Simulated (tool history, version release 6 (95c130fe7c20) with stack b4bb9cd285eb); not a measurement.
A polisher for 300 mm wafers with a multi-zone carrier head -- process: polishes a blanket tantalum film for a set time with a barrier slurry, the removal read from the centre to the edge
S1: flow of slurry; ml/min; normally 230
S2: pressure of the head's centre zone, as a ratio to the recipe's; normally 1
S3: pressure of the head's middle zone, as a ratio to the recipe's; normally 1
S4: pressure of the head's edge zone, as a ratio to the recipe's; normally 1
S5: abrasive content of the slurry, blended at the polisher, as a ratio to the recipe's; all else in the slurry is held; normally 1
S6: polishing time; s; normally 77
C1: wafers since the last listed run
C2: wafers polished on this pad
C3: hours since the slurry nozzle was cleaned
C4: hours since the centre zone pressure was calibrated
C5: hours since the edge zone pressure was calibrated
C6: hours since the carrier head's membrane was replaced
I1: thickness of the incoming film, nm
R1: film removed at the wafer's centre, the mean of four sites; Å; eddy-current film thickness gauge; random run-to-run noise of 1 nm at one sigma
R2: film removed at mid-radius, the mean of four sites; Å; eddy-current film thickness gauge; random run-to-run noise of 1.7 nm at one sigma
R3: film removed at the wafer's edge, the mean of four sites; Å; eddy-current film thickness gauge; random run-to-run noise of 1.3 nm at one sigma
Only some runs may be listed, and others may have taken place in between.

run 1 day=0 | S1=230 S2=1 S3=1 S4=1 S5=1 S6=77 | C1=0 C2=4 C3=622.3 C4=1268.1 C5=1193.4 C6=1220.5 | I1=448.1 | R1=1082 R2=1092 R3=1156
run 2 day=0.579 | S1=230 S2=1 S3=1 S4=1 S5=1 S6=77 | C1=125 C2=130 C3=636.2 C4=1282 C5=1207.3 C6=1234.4 | I1=458 | R1=1084 R2=1061 R3=1176
run 3 day=1.142 | S1=230 S2=1 S3=1 S4=1 S5=1 S6=77 | C1=122 C2=252 C3=649.7 C4=1295.5 C5=1220.8 C6=1247.9 | I1=449.8 | R1=1094 R2=1105 R3=1131
run 4 day=1.508 | S1=230 S2=1 S3=1 S4=1 S5=1 S6=77 | C1=79 C2=332 C3=658.5 C4=1304.3 C5=1229.6 C6=1256.7 | I1=448.5 | R1=1097 R2=1096 R3=1135
run 5 day=2.196 | S1=230 S2=1 S3=1 S4=1 S5=1 S6=77 | C1=149 C2=481 C3=675 C4=1320.8 C5=1246.1 C6=1273.2 | I1=443.4 | R1=1073 R2=1066 R3=1143
run 6 day=2.792 | S1=230 S2=1 S3=1 S4=1 S5=1 S6=77 | C1=129 C2=610 C3=689.3 C4=1335.1 C5=1260.4 C6=1287.5 | I1=450.3 | R1=1084 R2=1057 R3=1139
run 7 day=3.438 | S1=230 S2=1 S3=1 S4=1 S5=1 S6=77 | C1=140 C2=750 C3=704.8 C4=1350.6 C5=1275.9 C6=1303 | I1=450.6 | R1=1058 R2=1087 R3=1131
run 8 day=3.879 | S1=230 S2=1 S3=1 S4=1 S5=1 S6=77 | C1=95 C2=846 C3=715.4 C4=1361.2 C5=1286.5 C6=1313.6 | I1=447.9 | R1=1071 R2=1066 R3=1130
-- day=4.325 centre zone pressure recalibrated
run 9 day=4.404 | S1=230 S2=1 S3=1 S4=1 S5=1 S6=77 | C1=95 C2=942 C3=728 C4=1.9 C5=1299.1 C6=1326.2 | I1=454.4 | R1=1070 R2=1068 R3=1134
-- day=4.996 worn pad replaced by a new one
-- day=5.996 edge zone pressure recalibrated
run 10 day=6.383 | S1=230 S2=1 S3=1 S4=1 S5=1.15 S6=77 | C1=375 C2=283 C3=775.5 C4=49.4 C5=9.3 C6=1373.7 | I1=447.6 | R1=1089 R2=1099 R3=1163
-- day=7.35 slurry nozzle cleaned
run 11 day=8.054 | S1=230 S2=1 S3=1 S4=1 S5=1.25 S6=77 | C1=353 C2=636 C3=16.9 C4=89.5 C5=49.4 C6=1413.8 | I1=446.3 | R1=1299 R2=1292 R3=1321
-- day=8.646 carrier head's membrane replaced by a new one
run 12 day=8.667 | S1=230 S2=1 S3=1 S4=1 S5=1 S6=77 | C1=87 C2=724 C3=31.6 C4=104.2 C5=64.1 C6=0.5 | I1=442.9 | R1=1197 R2=1207 R3=1247
run 13 day=9.596 | S1=260 S2=1 S3=1.1 S4=1.08 S5=1 S6=77 | C1=201 C2=926 C3=53.9 C4=126.5 C5=86.4 C6=22.8 | I1=451.4 | R1=1226 R2=1322 R3=1300
run 14 day=9.888 | S1=230 S2=1 S3=1 S4=1 S5=1 S6=77 | C1=63 C2=989 C3=60.9 C4=133.5 C5=93.4 C6=29.8 | I1=454.9 | R1=1215 R2=1189 R3=1227
run 15 day=10.512 | S1=230 S2=0.93 S3=1 S4=0.89 S5=1 S6=77 | C1=135 C2=1125 C3=75.9 C4=148.5 C5=108.4 C6=44.8 | I1=453.8 | R1=1126 R2=1186 R3=1181
-- day=10.992 worn pad replaced by a new one
run 16 day=11.15 | S1=165 S2=1 S3=1 S4=1 S5=1 S6=84 | C1=102 C2=34 C3=91.2 C4=163.8 C5=123.7 C6=60.1 | I1=442.4 | R1=1209 R2=1174 R3=1279
run 17 day=11.625 | S1=230 S2=1 S3=1 S4=1.06 S5=1 S6=77 | C1=103 C2=137 C3=102.6 C4=175.2 C5=135.1 C6=71.5 | I1=446.3 | R1=1193 R2=1185 R3=1234
run 18 day=11.904 | S1=230 S2=1 S3=1 S4=1.12 S5=0.85 S6=99 | C1=60 C2=198 C3=109.3 C4=181.9 C5=141.8 C6=78.2 | I1=447.9 | R1=1438 R2=1449 R3=1578
run 19 day=12.279 | S1=230 S2=0.91 S3=1 S4=1 S5=1 S6=77 | C1=81 C2=279 C3=118.3 C4=190.9 C5=150.8 C6=87.2 | I1=444.8 | R1=1081 R2=1198 R3=1237
run 20 day=13.9 | S1=230 S2=1 S3=1 S4=1 S5=1 S6=77 | C1=351 C2=631 C3=157.2 C4=229.8 C5=189.7 C6=126.1 | I1=450.4 | R1=1187 R2=1209 R3=1219
run 21 day=14.438 | S1=175 S2=1 S3=1.1 S4=1 S5=1 S6=92 | C1=116 C2=748 C3=170.1 C4=242.7 C5=202.6 C6=139 | I1=444.2 | R1=1342 R2=1464 R3=1399

What differs in the tool's unlogged condition from the final listed run ahead of each entry between runs to the first listed run following it?
Run 8 -> run 9: centre zone pressure recalibrated (day 4.325)
  slurry flow missing at the pad, %: 44.6 -> 45.3
  measured value less the no-hidden-state value, R1: -154 -> -159 Å; R2: -135 -> -139 Å; R3: -102 -> -104 Å
Run 9 -> run 10: worn pad replaced by a new one (day 4.996); edge zone pressure recalibrated (day 5.996)
  slurry flow missing at the pad, %: 45.3 -> 47.8
  measured value less the no-hidden-state value, R1: -159 -> -183 Å; R2: -139 -> -162 Å; R3: -104 -> -120 Å
Run 10 -> run 11: slurry nozzle cleaned (day 7.35)
  slurry flow missing at the pad, %: 47.8 -> 4.58
  measured value less the no-hidden-state value, R1: -183 -> -10 Å; R2: -162 -> -9 Å; R3: -120 -> -7 Å
Run 11 -> run 12: carrier head's membrane replaced by a new one (day 8.646)
  slurry flow missing at the pad, %: 4.58 -> 5.37
  measured value less the no-hidden-state value, R1: -10 -> -11 Å; R2: -9 -> -10 Å; R3: -7 -> -7 Å
Run 15 -> run 16: worn pad replaced by a new one (day 10.992)
  slurry flow missing at the pad, %: 7.74 -> 8.56
  measured value less the no-hidden-state value, R1: -15 -> -26 Å; R2: -14 -> -22 Å; R3: -10 -> -17 Å
